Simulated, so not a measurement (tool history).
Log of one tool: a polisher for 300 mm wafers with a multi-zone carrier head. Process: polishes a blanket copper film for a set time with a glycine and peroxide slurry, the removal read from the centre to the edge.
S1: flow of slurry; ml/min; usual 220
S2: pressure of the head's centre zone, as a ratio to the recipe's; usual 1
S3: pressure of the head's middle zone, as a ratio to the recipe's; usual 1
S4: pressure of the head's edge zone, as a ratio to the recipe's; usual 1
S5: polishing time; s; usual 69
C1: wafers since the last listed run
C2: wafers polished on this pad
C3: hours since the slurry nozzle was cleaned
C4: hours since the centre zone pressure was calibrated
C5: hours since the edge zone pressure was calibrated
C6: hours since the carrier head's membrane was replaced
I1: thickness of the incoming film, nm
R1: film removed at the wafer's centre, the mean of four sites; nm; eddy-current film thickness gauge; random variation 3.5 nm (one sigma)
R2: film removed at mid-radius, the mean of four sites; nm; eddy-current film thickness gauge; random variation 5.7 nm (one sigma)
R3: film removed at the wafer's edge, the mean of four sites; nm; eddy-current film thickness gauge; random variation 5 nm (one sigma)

run,hour,S1,S2,S3,S4,S5,C1,C2,C3,C4,C5,C6,I1,R1,R2,R3
1,0,220,1.11,1,1,69,0,6879,120.3,44.9,295.8,341.7,2362.3,392.9,362.3,369.7
# hour 18.4: worn pad replaced by a new one
2,97.1,220,1,1,1,69,934,789,217.4,142,392.9,438.8,2409.4,390.8,398.3,401.5
3,346.6,220,1.07,1.11,0.93,83,2503,3293,466.9,391.5,642.4,688.3,2392.3,486.9,486,450.8
# hour 365.3: edge zone pressure recalibrated
# hour 369.8: carrier head's membrane replaced by a new one
4,427.5,280,1,0.89,1.07,92,746,4040,547.8,472.4,62.2,57.7,2387.8,514.6,467.8,538.7
5,533.4,220,0.89,1,1,69,1062,5102,653.7,578.3,168.1,163.6,2387.5,340.9,364.8,380.5
6,599.7,220,1,1,1,69,665,5768,720,644.6,234.4,229.9,2390.5,368.1,368.8,372.1
# hour 623.3: slurry nozzle cleaned
7,643.2,220,0.93,0.91,1,69,426,6194,19.9,688.1,277.9,273.4,2384.2,344.1,340.2,377.8
# hour 645.4: centre zone pressure recalibrated
# hour 693.6: worn pad replaced by a new one
8,699,265,0.89,0.93,1,69,499,53,75.7,53.6,333.7,329.2,2411.2,364.6,380.9,416.5
9,806.4,220,1.06,1,1,69,1077,1131,183.1,161,441.1,436.6,2371.3,415.3,387.1,397.6
10,890.5,220,1,1,1,69,844,1975,267.2,245.1,525.2,520.7,2354.1,385.9,389,395
11,955,220,1,1,1.1,69,647,2623,331.7,309.6,589.7,585.2,2394.9,383.8,381.8,401.1
12,1053.9,220,1,1,1,69,992,3615,430.6,408.5,688.6,684.1,2386.8,382.7,376.1,387.7
13,1108.1,260,0.9,1,0.96,79,543,4159,484.8,462.7,742.8,738.3,2381.1,406.3,426.6,430.6
# hour 1155.3: carrier head's membrane replaced by a new one
14,1155.8,220,1.05,1.05,1,69,428,4588,532.5,510.4,790.5,0.5,2384.2,384.4,385,378.7
# hour 1190.1: edge zone pressure recalibrated
15,1234.5,280,1,1,1,53,769,5357,611.2,589.1,44.4,79.2,2354.4,293.9,289.8,293.6
16,1282.4,150,1,0.95,1,63,480,5838,659.1,637,92.3,127.1,2362.9,319.8,301.1,319.7
17,1372.6,220,1,1,1,69,905,6743,749.3,727.2,182.5,217.3,2387.5,359.5,354.4,374
# hour 1395.3: centre zone pressure recalibrated
18,1445.9,220,1,1,1,69,715,7459,822.6,50.6,255.8,290.6,2360.8,357.5,356,363.3
# hour 1452.3: slurry nozzle cleaned
# hour 1498.2: worn pad replaced by a new one
19,1540.8,220,1,0.88,1,82,902,427,88.5,145.5,350.7,385.5,2396.3,472.8,428.3,476.6
20,1632.4,220,1,1,1,69,919,1347,180.1,237.1,442.3,477.1,2406.5,395.9,379,396.7
21,1695.4,220,1,1,1,69,632,1979,243.1,300.1,505.3,540.1,2360,389,388.8,395.1
22,1736.1,220,1,0.92,1,46,408,2387,283.8,340.8,546,580.8,2358.4,255.2,244.8,262.6
23,1828.4,220,1,1.05,1,49,926,3314,376.1,433.1,638.3,673.1,2359.1,267.4,279.6,275.3

3 ways to go on from here, each from the tool as it stands after run 23. What would each give?
A,1828.8,220,1,1,1,69,4,3318,376.5,433.5,638.7,673.5,2420.8,?,?,?
B,1828.8,220,1.1,1.09,1,80,4,3318,376.5,433.5,638.7,673.5,2420.8,?,?,?
C,1828.8,220,1,0.92,1.04,60,4,3318,376.5,433.5,638.7,673.5,2420.8,?,?,?

run,R1,R2,R3
A,381.6,368.5,390.3
B,479.3,452.9,452.1
C,331.7,303.3,346.3
Without the tool's hidden state the same runs would have given:
run,R1,R2,R3
A,399,385.4,408.1
B,501.2,473.5,472.7
C,346.8,317.1,362.1

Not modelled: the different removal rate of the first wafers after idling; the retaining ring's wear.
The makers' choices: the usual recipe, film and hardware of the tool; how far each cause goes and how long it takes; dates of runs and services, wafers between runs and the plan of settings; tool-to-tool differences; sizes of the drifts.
